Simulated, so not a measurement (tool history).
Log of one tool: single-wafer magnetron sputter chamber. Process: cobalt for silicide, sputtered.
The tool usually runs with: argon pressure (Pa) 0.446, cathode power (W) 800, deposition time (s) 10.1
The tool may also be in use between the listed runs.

run    hour  argon pressure (Pa)  cathode power (W)  deposition time (s)  read-back reference wafer on the same gauge, thickness_nm  mean film thickness on the monitor wafer (angstrom)
  1     0.0                0.446                800                 10.1                                                      4.494                                                39.07
  2    63.6                0.446                800                 10.1                                                      4.500                                                39.30
      137.7  -- sputter target and shields replaced
  3   138.2                0.446                800                 10.1                                                      4.501                                                39.07
  4   182.7                0.552                950                 10.1                                                      4.495                                                43.18
  5   214.6                0.446                800                 11.7                                                      4.501                                                45.17
  6   254.6                0.446                800                 11.7                                                      4.500                                                45.39
  7   325.3                0.446                800                 10.1                                                      4.504                                                38.93
      347.1  -- sputter target and shields replaced
      360.6  -- capacitance manometer re-zeroed and calibrated
      387.7  -- magnet pack replaced
  8   388.2                0.446                800                 10.1                                                      4.505                                                42.02
  9   429.6                0.446                800                 10.1                                                      4.495                                                42.10
 10   484.3                0.446                800                 10.1                                                      4.511                                                41.99
      493.1  -- capacitance manometer re-zeroed and calibrated, repeated, since the last time left the tool worse
      539.5  -- sputter target and shields replaced
 11   540.0                0.621                650                 10.1                                                      4.499                                                29.14
      555.4  -- gauge calibrated
 12   608.6                0.446                800                 11.9                                                      4.494                                                46.61
 13   669.5                0.512                700                  9.4                                                      4.491                                                31.14
 14   721.5                0.446                950                 10.1                                                      4.499                                                47.10
      744.9  -- sputter target and shields replaced
 15   788.4                0.446                800                 10.1                                                      4.516                                                39.07
 16   855.1                0.271                700                  8.7                                                      4.504                                                33.16
 17   906.4                0.567                800                 11.3                                                      4.502                                                41.19
      928.5  -- sputter target and shields replaced
 18   965.5                0.446                800                 10.1                                                      4.502                                                39.43
 19  1005.6                0.610                650                 10.1                                                      4.509                                                29.15
 20  1071.2                0.598               1000                 11.7                                                      4.490                                                51.80

Here are 5 independent what-if runs from the current tool condition. What would each one return?
  A  1071.6                0.446                650                 10.1                                                          ?                                                    ?
  B  1071.6                0.397               1000                  8.4                                                          ?                                                    ?
  C  1071.6                0.446                700                  9.0                                                          ?                                                    ?
  D  1071.6                0.600                750                 10.8                                                          ?                                                    ?
  E  1071.6                0.446                650                 10.6                                                          ?                                                    ?

run  read-back reference wafer on the same gauge, thickness_nm  mean film thickness on the monitor wafer (angstrom)
  A                                                      4.495                                                31.88
  B                                                      4.495                                                42.00
  C                                                      4.495                                                30.59
  D                                                      4.495                                                35.95
  E                                                      4.495                                                33.45
Without the tool's unlogged condition, the same runs would have read:
run  mean film thickness on the monitor wafer (angstrom)
  A                                                32.49
  B                                                42.66
  C                                                31.18
  D                                                37.02
  E                                                34.10
